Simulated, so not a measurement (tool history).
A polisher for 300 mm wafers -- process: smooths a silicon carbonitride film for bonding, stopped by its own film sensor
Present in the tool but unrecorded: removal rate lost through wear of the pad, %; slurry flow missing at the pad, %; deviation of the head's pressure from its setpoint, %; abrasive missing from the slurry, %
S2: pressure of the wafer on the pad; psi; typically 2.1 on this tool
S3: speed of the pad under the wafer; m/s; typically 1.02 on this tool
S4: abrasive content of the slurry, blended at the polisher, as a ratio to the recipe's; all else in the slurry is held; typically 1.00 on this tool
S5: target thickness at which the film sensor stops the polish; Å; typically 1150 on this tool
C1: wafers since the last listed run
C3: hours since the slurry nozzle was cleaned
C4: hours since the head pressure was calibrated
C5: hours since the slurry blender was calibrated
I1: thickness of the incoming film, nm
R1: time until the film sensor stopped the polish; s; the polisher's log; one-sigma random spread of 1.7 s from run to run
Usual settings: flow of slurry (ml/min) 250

{"run": 1, "hour": 0.0, "flow of slurry (ml/min)": 250, "S2": 2.1, "S3": 1.02, "S4": 1.0, "S5": 1150, "C1": 0, "wafers polished on this pad": 2916, "C3": 451.4, "C4": 273.8, "C5": 348.5, "I1": 149.0, "R1": 141.4}
{"run": 2, "hour": 100.3, "flow of slurry (ml/min)": 250, "S2": 2.1, "S3": 1.02, "S4": 1.0, "S5": 1070, "C1": 918, "wafers polished on this pad": 3835, "C3": 551.7, "C4": 374.1, "C5": 448.8, "I1": 147.5, "R1": 170.2}
{"hour": 111.2, "done": "slurry nozzle cleaned"}
{"hour": 156.0, "done": "worn pad replaced by a new one, of another model than before"}
{"run": 3, "hour": 156.5, "flow of slurry (ml/min)": 250, "S2": 2.1, "S3": 1.02, "S4": 1.0, "S5": 1070, "C1": 468, "wafers polished on this pad": 4, "C3": 45.3, "C4": 430.3, "C5": 505.0, "I1": 147.6, "R1": 168.9}
{"hour": 204.9, "done": "slurry blender recalibrated"}
{"run": 4, "hour": 220.7, "flow of slurry (ml/min)": 250, "S2": 2.1, "S3": 1.02, "S4": 1.0, "S5": 1200, "C1": 569, "wafers polished on this pad": 574, "C3": 109.5, "C4": 494.5, "C5": 15.8, "I1": 152.1, "R1": 135.2}
{"run": 5, "hour": 255.3, "flow of slurry (ml/min)": 250, "S2": 2.1, "S3": 1.02, "S4": 1.0, "S5": 1200, "C1": 316, "wafers polished on this pad": 890, "C3": 144.1, "C4": 529.1, "C5": 50.4, "I1": 149.9, "R1": 126.8}
{"run": 6, "hour": 305.4, "flow of slurry (ml/min)": 250, "S2": 2.1, "S3": 1.02, "S4": 1.0, "S5": 1200, "C1": 458, "wafers polished on this pad": 1349, "C3": 194.2, "C4": 579.2, "C5": 100.5, "I1": 149.6, "R1": 125.3}
{"run": 7, "hour": 364.1, "flow of slurry (ml/min)": 250, "S2": 2.1, "S3": 1.02, "S4": 1.0, "S5": 1150, "C1": 537, "wafers polished on this pad": 1887, "C3": 252.9, "C4": 637.9, "C5": 159.2, "I1": 149.7, "R1": 148.1}
{"run": 8, "hour": 425.4, "flow of slurry (ml/min)": 250, "S2": 2.1, "S3": 1.02, "S4": 1.0, "S5": 1150, "C1": 561, "wafers polished on this pad": 2448, "C3": 314.2, "C4": 699.2, "C5": 220.5, "I1": 148.1, "R1": 140.5}
{"hour": 583.5, "done": "head pressure recalibrated"}
{"run": 9, "hour": 589.9, "flow of slurry (ml/min)": 330, "S2": 2.1, "S3": 1.32, "S4": 1.25, "S5": 1080, "C1": 1487, "wafers polished on this pad": 3936, "C3": 478.7, "C4": 6.4, "C5": 385.0, "I1": 148.1, "R1": 117.5}
{"hour": 593.5, "done": "slurry nozzle cleaned"}
{"run": 10, "hour": 633.2, "flow of slurry (ml/min)": 210, "S2": 2.5, "S3": 1.02, "S4": 1.0, "S5": 1070, "C1": 387, "wafers polished on this pad": 4323, "C3": 39.7, "C4": 49.7, "C5": 428.3, "I1": 148.4, "R1": 153.3}
{"run": 11, "hour": 695.7, "flow of slurry (ml/min)": 250, "S2": 1.6, "S3": 0.9, "S4": 0.8, "S5": 1060, "C1": 572, "wafers polished on this pad": 4895, "C3": 102.2, "C4": 112.2, "C5": 490.8, "I1": 152.6, "R1": 272.5}
{"hour": 712.2, "done": "slurry blender recalibrated"}
{"hour": 727.2, "done": "worn pad replaced by a new one"}
{"run": 12, "hour": 742.2, "flow of slurry (ml/min)": 290, "S2": 2.1, "S3": 1.2, "S4": 1.0, "S5": 1150, "C1": 370, "wafers polished on this pad": 137, "C3": 148.7, "C4": 158.7, "C5": 30.0, "I1": 149.5, "R1": 118.7}
{"run": 13, "hour": 782.4, "flow of slurry (ml/min)": 250, "S2": 2.1, "S3": 1.02, "S4": 0.75, "S5": 1150, "C1": 368, "wafers polished on this pad": 505, "C3": 188.9, "C4": 198.9, "C5": 70.2, "I1": 147.0, "R1": 147.3}
{"run": 14, "hour": 811.0, "flow of slurry (ml/min)": 250, "S2": 2.1, "S3": 1.02, "S4": 1.0, "S5": 1150, "C1": 261, "wafers polished on this pad": 767, "C3": 217.5, "C4": 227.5, "C5": 98.8, "I1": 150.7, "R1": 146.3}
{"run": 15, "hour": 882.3, "flow of slurry (ml/min)": 250, "S2": 2.1, "S3": 1.02, "S4": 1.0, "S5": 1150, "C1": 652, "wafers polished on this pad": 1420, "C3": 288.8, "C4": 298.8, "C5": 170.1, "I1": 148.7, "R1": 139.5}
{"run": 16, "hour": 931.3, "flow of slurry (ml/min)": 250, "S2": 1.5, "S3": 1.02, "S4": 1.0, "S5": 1150, "C1": 448, "wafers polished on this pad": 1869, "C3": 337.8, "C4": 347.8, "C5": 219.1, "I1": 149.7, "R1": 171.1}
{"run": 17, "hour": 1030.1, "flow of slurry (ml/min)": 250, "S2": 2.1, "S3": 1.02, "S4": 1.0, "S5": 1150, "C1": 904, "wafers polished on this pad": 2773, "C3": 436.6, "C4": 446.6, "C5": 317.9, "I1": 152.2, "R1": 158.1}
{"run": 18, "hour": 1076.9, "flow of slurry (ml/min)": 250, "S2": 2.1, "S3": 1.02, "S4": 1.0, "S5": 1150, "C1": 428, "wafers polished on this pad": 3202, "C3": 483.4, "C4": 493.4, "C5": 364.7, "I1": 149.3, "R1": 143.0}
{"run": 19, "hour": 1107.1, "flow of slurry (ml/min)": 250, "S2": 2.1, "S3": 1.02, "S4": 1.0, "S5": 1030, "C1": 276, "wafers polished on this pad": 3478, "C3": 513.6, "C4": 523.6, "C5": 394.9, "I1": 149.6, "R1": 195.6}
{"run": 20, "hour": 1136.7, "flow of slurry (ml/min)": 250, "S2": 2.1, "S3": 1.22, "S4": 1.0, "S5": 1150, "C1": 271, "wafers polished on this pad": 3749, "C3": 543.2, "C4": 553.2, "C5": 424.5, "I1": 149.7, "R1": 122.6}
{"hour": 1170.3, "done": "slurry nozzle cleaned"}
{"run": 21, "hour": 1191.4, "flow of slurry (ml/min)": 250, "S2": 2.1, "S3": 1.02, "S4": 1.0, "S5": 1260, "C1": 491, "wafers polished on this pad": 4241, "C3": 21.1, "C4": 607.9, "C5": 479.2, "I1": 150.0, "R1": 101.3}
{"hour": 1212.5, "done": "slurry blender recalibrated"}
{"run": 22, "hour": 1248.0, "flow of slurry (ml/min)": 250, "S2": 2.1, "S3": 0.76, "S4": 1.0, "S5": 1200, "C1": 499, "wafers polished on this pad": 4741, "C3": 77.7, "C4": 664.5, "C5": 35.5, "I1": 153.0, "R1": 189.4}
{"hour": 1257.2, "done": "worn pad replaced by a new one"}
{"run": 23, "hour": 1312.1, "flow of slurry (ml/min)": 250, "S2": 2.1, "S3": 1.02, "S4": 1.0, "S5": 1150, "C1": 550, "wafers polished on this pad": 502, "C3": 141.8, "C4": 728.6, "C5": 99.6, "I1": 148.4, "R1": 140.7}
{"run": 24, "hour": 1364.9, "flow of slurry (ml/min)": 250, "S2": 2.1, "S3": 0.88, "S4": 1.0, "S5": 1190, "C1": 483, "wafers polished on this pad": 985, "C3": 194.6, "C4": 781.4, "C5": 152.4, "I1": 148.2, "R1": 149.0}
{"hour": 1394.6, "done": "head pressure recalibrated"}
{"run": 25, "hour": 1423.4, "flow of slurry (ml/min)": 250, "S2": 2.1, "S3": 1.02, "S4": 1.0, "S5": 1150, "C1": 517, "wafers polished on this pad": 1503, "C3": 253.1, "C4": 28.8, "C5": 210.9, "I1": 149.3, "R1": 139.1}
{"run": 26, "hour": 1453.6, "flow of slurry (ml/min)": 250, "S2": 2.1, "S3": 1.34, "S4": 1.0, "S5": 1150, "C1": 276, "wafers polished on this pad": 1779, "C3": 283.3, "C4": 59.0, "C5": 241.1, "I1": 149.9, "R1": 112.0}
{"run": 27, "hour": 1482.9, "flow of slurry (ml/min)": 275, "S2": 1.8, "S3": 1.18, "S4": 1.0, "S5": 1220, "C1": 268, "wafers polished on this pad": 2047, "C3": 312.6, "C4": 88.3, "C5": 270.4, "I1": 148.3, "R1": 99.3}
{"run": 28, "hour": 1551.5, "flow of slurry (ml/min)": 250, "S2": 2.1, "S3": 1.02, "S4": 1.0, "S5": 1150, "C1": 628, "wafers polished on this pad": 2675, "C3": 381.2, "C4": 156.9, "C5": 339.0, "I1": 149.1, "R1": 138.6}
{"run": 29, "hour": 1620.3, "flow of slurry (ml/min)": 180, "S2": 1.4, "S3": 1.02, "S4": 0.9, "S5": 1220, "C1": 629, "wafers polished on this pad": 3305, "C3": 450.0, "C4": 225.7, "C5": 407.8, "I1": 151.9, "R1": 160.3}
{"hour": 1635.0, "done": "slurry nozzle cleaned"}
{"run": 30, "hour": 1682.3, "flow of slurry (ml/min)": 190, "S2": 2.1, "S3": 1.02, "S4": 1.25, "S5": 1050, "C1": 558, "wafers polished on this pad": 3864, "C3": 47.3, "C4": 287.7, "C5": 469.8, "I1": 151.6, "R1": 181.2}
{"run": 31, "hour": 1750.3, "flow of slurry (ml/min)": 295, "S2": 2.5, "S3": 0.86, "S4": 1.0, "S5": 1070, "C1": 622, "wafers polished on this pad": 4487, "C3": 115.3, "C4": 355.7, "C5": 537.8, "I1": 151.4, "R1": 192.7}

Here are 3 independent what-if runs from the current tool condition. What would each one return?
{"run": "A", "hour": 1750.8, "flow of slurry (ml/min)": 250, "S2": 2.1, "S3": 1.02, "S4": 0.8, "S5": 1150, "C1": 4, "wafers polished on this pad": 4491, "C3": 115.8, "C4": 356.2, "C5": 538.3, "I1": 149.0, "R1": "?"}
{"run": "B", "hour": 1750.8, "flow of slurry (ml/min)": 195, "S2": 2.1, "S3": 1.28, "S4": 1.2, "S5": 1110, "C1": 4, "wafers polished on this pad": 4491, "C3": 115.8, "C4": 356.2, "C5": 538.3, "I1": 149.0, "R1": "?"}
{"run": "C", "hour": 1750.8, "flow of slurry (ml/min)": 250, "S2": 2.1, "S3": 0.86, "S4": 1.3, "S5": 1200, "C1": 4, "wafers polished on this pad": 4491, "C3": 115.8, "C4": 356.2, "C5": 538.3, "I1": 149.0, "R1": "?"}

run=A R1=152.9
run=B R1=120.8
run=C R1=129.8
Without the tool's unlogged condition, the same runs would have read:
run=A R1=149.8
run=B R1=118.4
run=C R1=127.2

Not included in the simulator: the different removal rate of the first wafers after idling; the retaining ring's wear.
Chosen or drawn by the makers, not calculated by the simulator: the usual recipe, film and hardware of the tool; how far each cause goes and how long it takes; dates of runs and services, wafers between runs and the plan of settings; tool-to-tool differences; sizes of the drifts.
